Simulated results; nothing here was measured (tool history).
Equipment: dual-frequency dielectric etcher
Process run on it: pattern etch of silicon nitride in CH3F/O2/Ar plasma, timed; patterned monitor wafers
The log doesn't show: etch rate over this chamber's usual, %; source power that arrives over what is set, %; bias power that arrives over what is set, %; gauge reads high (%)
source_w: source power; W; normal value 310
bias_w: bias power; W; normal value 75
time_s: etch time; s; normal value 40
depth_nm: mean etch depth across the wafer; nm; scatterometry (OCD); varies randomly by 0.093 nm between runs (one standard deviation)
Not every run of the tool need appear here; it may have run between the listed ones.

run   hour  source_w  bias_w  time_s  wafers since the last listed run  hours since the last wet clean  hours since the last source power generator calibration  hours since the last bias power generator calibration  hours since the last upper electrode change  hours since the gauge calibration  read-back reference wafer on the same gauge, depth_nm  depth_nm
  1      0       310      75      46                                 0                           198.6                                                   2183.9                                                 2985.6                                       2317.3                              239.9                                                  21.91     27.91
  2   29.7       310      75      46                               489                           228.3                                                   2213.6                                                 3015.3                                         2347                              269.6                                                  21.91      27.9
  3   51.3       310      75      40                               356                           249.9                                                   2235.2                                                 3036.9                                       2368.6                              291.2                                                  21.91     24.25
  4   79.7       310      75      40                               468                           278.3                                                   2263.6                                                 3065.3                                         2397                              319.6                                                  21.92     24.35
  5  101.7       310      75      40                               362                           300.3                                                   2285.6                                                 3087.3                                         2419                              341.6                                                  21.91     24.35
  6  114.7       310      75      40                               214                           313.3                                                   2298.6                                                 3100.3                                         2432                              354.6                                                  21.92     24.23
  7  130.2       310      75      40                               255                           328.8                                                   2314.1                                                 3115.8                                       2447.5                              370.1                                                   21.9     24.16
     137.3  -- gauge calibrated
  8  146.7       310      75      40                               272                           345.3                                                   2330.6                                                 3132.3                                         2464                                9.4                                                   21.9     24.12
  9  166.9       330      75      40                               333                           365.5                                                   2350.8                                                 3152.5                                       2484.2                               29.6                                                  21.91     24.47
 10  180.4       310      80      40                               222                             379                                                   2364.3                                                   3166                                       2497.7                               43.1                                                   21.9     24.67
 11  255.8       310      75      40                              1243                           454.4                                                   2439.7                                                 3241.4                                       2573.1                              118.5                                                  21.89     23.96
     295.8  -- upper electrode replaced
 12  296.3       310      75      35                               272                           494.9                                                   2480.2                                                 3281.9                                          0.5                                159                                                  21.91     20.93
 13  307.9       310      75      35                               191                           506.5                                                   2491.8                                                 3293.5                                         12.1                              170.6                                                  21.92      20.9
 14  343.9       230      67      29                               593                           542.5                                                   2527.8                                                 3329.5                                         48.1                              206.6                                                  21.87     15.29
 15  362.5       380      85      40                               306                           561.1                                                   2546.4                                                 3348.1                                         66.7                              225.2                                                  21.87     26.41
 16  392.8       310      75      40                               499                           591.4                                                   2576.7                                                 3378.4                                           97                              255.5                                                  21.89     23.65
     421.3  -- wet clean of the chamber
 17  421.8       310      75      40                                82                             0.5                                                   2605.7                                                 3407.4                                          126                              284.5                                                  21.93     24.85
 18  430.8       310      75      40                               148                             9.5                                                   2614.7                                                 3416.4                                          135                              293.5                                                  21.88     24.75
     509.4  -- source power generator calibrated
 19  510.9       370      87      40                              1254                            89.6                                                      1.5                                                 3496.5                                        215.1                              373.6                                                  21.91     27.67
     542.9  -- bias power generator calibrated
     581.5  -- gauge calibrated
 20  601.5       310      75      40                              1427                           180.2                                                     92.1                                                   58.6                                        305.7                                 20                                                   21.9     24.51
 21  617.3       310      75      40                               260                             196                                                    107.9                                                   74.4                                        321.5                               35.8                                                  21.89      24.6
 22  639.9       310      57      46                               372                           218.6                                                    130.5                                                     97                                        344.1                               58.4                                                  21.88     25.42
 23  673.7       310      83    45.5                               557                           252.4                                                    164.3                                                  130.8                                        377.9                               92.2                                                  21.89     28.68

Estimate the outcome of run 24 from the log above:
 24  694.5       360      93    31.5                               342                           273.2                                                    185.1                                                  151.6                                        398.7                                113                                                      ?         ?

read-back reference wafer on the same gauge, depth_nm: 21.91
depth_nm: 21.61 nm
With the hidden condition absent and the run-to-run variation left alone, this run would have shown depth_nm 22.05 nm.
